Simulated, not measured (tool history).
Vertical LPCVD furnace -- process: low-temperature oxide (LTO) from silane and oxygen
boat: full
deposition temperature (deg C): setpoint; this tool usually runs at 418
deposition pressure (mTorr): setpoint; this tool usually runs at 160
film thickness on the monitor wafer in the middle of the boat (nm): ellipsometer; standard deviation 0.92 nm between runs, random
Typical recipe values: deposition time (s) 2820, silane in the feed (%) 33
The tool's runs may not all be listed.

| run | hour | deposition temperature (deg C) | deposition pressure (mTorr) | deposition time (s) | silane in the feed (%) | wafers since the last listed run | hours since the last temperature calibration | hours since the pressure gauge was zeroed | hours since the silane flow controller was replaced | hours since the gauge calibration | read-back reference wafer on the same gauge, thickness | film thickness on the monitor wafer in the middle of the boat (nm) |
|---|---|---|---|---|---|---|---|---|---|---|---|---|
| 1 | 0.0 | 414 | 160 | 2820 | 33 | 0 | 1504.8 | 2099.8 | 6102.9 | 177.0 | 294.18 | 291.21 |
| 2 | 17.1 | 418 | 160 | 2820 | 33 | 215 | 1521.9 | 2116.9 | 6120.0 | 194.1 | 294.55 | 303.68 |
| 3 | 40.0 | 418 | 160 | 2820 | 33 | 288 | 1544.8 | 2139.8 | 6142.9 | 217.0 | 294.09 | 304.76 |
| 4 | 58.8 | 418 | 160 | 2820 | 33 | 236 | 1563.6 | 2158.6 | 6161.7 | 235.8 | 293.92 | 304.05 |
| 5 | 71.6 | 418 | 160 | 2820 | 30 | 161 | 1576.4 | 2171.4 | 6174.5 | 248.6 | 294.21 | 264.23 |
| 6 | 87.7 | 418 | 160 | 2820 | 30 | 202 | 1592.5 | 2187.5 | 6190.6 | 264.7 | 294.05 | 265.94 |
| 7 | 107.5 | 418 | 160 | 2820 | 30 | 249 | 1612.3 | 2207.3 | 6210.4 | 284.5 | 294.05 | 265.50 |
| 8 | 117.2 | 412 | 160 | 2820 | 31 | 122 | 1622.0 | 2217.0 | 6220.1 | 294.2 | 293.85 | 259.75 |
|  | 173.1 | silane flow controller replaced |
|  | 182.4 | thermocouples replaced and temperature profile calibrated |
| 9 | 182.9 | 412 | 160 | 2820 | 31 | 407 | 0.5 | 2282.7 | 9.8 | 359.9 | 294.14 | 260.50 |
| 10 | 188.9 | 412 | 160 | 2820 | 31 | 75 | 6.5 | 2288.7 | 15.8 | 365.9 | 293.85 | 260.22 |
| 11 | 200.7 | 426 | 160 | 2820 | 33 | 148 | 18.3 | 2300.5 | 27.6 | 377.7 | 293.71 | 328.86 |
| 12 | 214.1 | 426 | 160 | 2820 | 33 | 168 | 31.7 | 2313.9 | 41.0 | 391.1 | 294.22 | 329.15 |
|  | 253.9 | pressure gauge zeroed |
| 13 | 254.4 | 418 | 160 | 2820 | 33 | 205 | 72.0 | 0.5 | 81.3 | 431.4 | 293.81 | 318.29 |
| 14 | 259.9 | 418 | 160 | 2820 | 33 | 69 | 77.5 | 6.0 | 86.8 | 436.9 | 293.90 | 319.45 |
| 15 | 269.3 | 418 | 160 | 2820 | 34 | 118 | 86.9 | 15.4 | 96.2 | 446.3 | 294.16 | 332.38 |
|  | 275.9 | gauge calibrated |
| 16 | 281.5 | 409 | 195 | 3720 | 33 | 153 | 99.1 | 27.6 | 108.4 | 5.6 | 293.68 | 464.43 |
| 17 | 302.3 | 418 | 160 | 2820 | 33 | 261 | 119.9 | 48.4 | 129.2 | 26.4 | 293.92 | 318.85 |
| 18 | 321.4 | 408 | 185 | 2340 | 36 | 240 | 139.0 | 67.5 | 148.3 | 45.5 | 294.08 | 307.13 |
| 19 | 331.3 | 418 | 160 | 2820 | 33 | 124 | 148.9 | 77.4 | 158.2 | 55.4 | 293.95 | 318.08 |
| 20 | 352.0 | 415 | 150 | 1920 | 27 | 260 | 169.6 | 98.1 | 178.9 | 76.1 | 294.18 | 148.48 |
| 21 | 369.7 | 418 | 160 | 2490 | 37 | 222 | 187.3 | 115.8 | 196.6 | 93.8 | 294.12 | 326.75 |
| 22 | 382.1 | 414 | 160 | 2820 | 28 | 156 | 199.7 | 128.2 | 209.0 | 106.2 | 294.03 | 243.19 |
| 23 | 390.1 | 418 | 160 | 3330 | 33 | 100 | 207.7 | 136.2 | 217.0 | 114.2 | 293.94 | 374.95 |
| 24 | 403.9 | 418 | 160 | 2820 | 33 | 173 | 221.5 | 150.0 | 230.8 | 128.0 | 294.33 | 318.93 |
| 25 | 426.7 | 418 | 135 | 2820 | 29 | 286 | 244.3 | 172.8 | 253.6 | 150.8 | 293.90 | 224.53 |
| 26 | 446.9 | 410 | 145 | 2820 | 33 | 254 | 264.5 | 193.0 | 273.8 | 171.0 | 294.47 | 264.00 |
| 27 | 457.1 | 414 | 180 | 2820 | 30 | 128 | 274.7 | 203.2 | 284.0 | 181.2 | 293.63 | 301.11 |
| 28 | 473.3 | 418 | 185 | 2820 | 33 | 203 | 290.9 | 219.4 | 300.2 | 197.4 | 294.28 | 367.00 |
| 29 | 493.7 | 418 | 175 | 2190 | 33 | 256 | 311.3 | 239.8 | 320.6 | 217.8 | 293.92 | 269.96 |
| 30 | 503.3 | 414 | 160 | 1680 | 33 | 120 | 320.9 | 249.4 | 330.2 | 227.4 | 293.98 | 181.87 |
| 31 | 518.6 | 423 | 160 | 2820 | 33 | 192 | 336.2 | 264.7 | 345.5 | 242.7 | 293.93 | 335.11 |

Hidden state at the last listed run before each entry between runs and at the first one after, where it differs:
Run 8 -> run 9: silane flow controller replaced (hour 173.1); thermocouples replaced and temperature profile calibrated (hour 182.4)
  true pressure minus gauge reading, mTorr: -8.71 -> -8.95
  measured minus no-state result, film thickness on the monitor wafer in the middle of the boat (nm): -14.95 -> -15.44
Run 12 -> run 13: pressure gauge zeroed (hour 253.9)
  true pressure minus gauge reading, mTorr: -9.07 -> -0.0274
  measured minus no-state result, film thickness on the monitor wafer in the middle of the boat (nm): -19.77 -> -0.06
Run 15 -> run 16: gauge calibrated (hour 275.9)
  true pressure minus gauge reading, mTorr: -0.0828 -> -0.128
  measured minus no-state result, film thickness on the monitor wafer in the middle of the boat (nm): -0.17 -> -0.30

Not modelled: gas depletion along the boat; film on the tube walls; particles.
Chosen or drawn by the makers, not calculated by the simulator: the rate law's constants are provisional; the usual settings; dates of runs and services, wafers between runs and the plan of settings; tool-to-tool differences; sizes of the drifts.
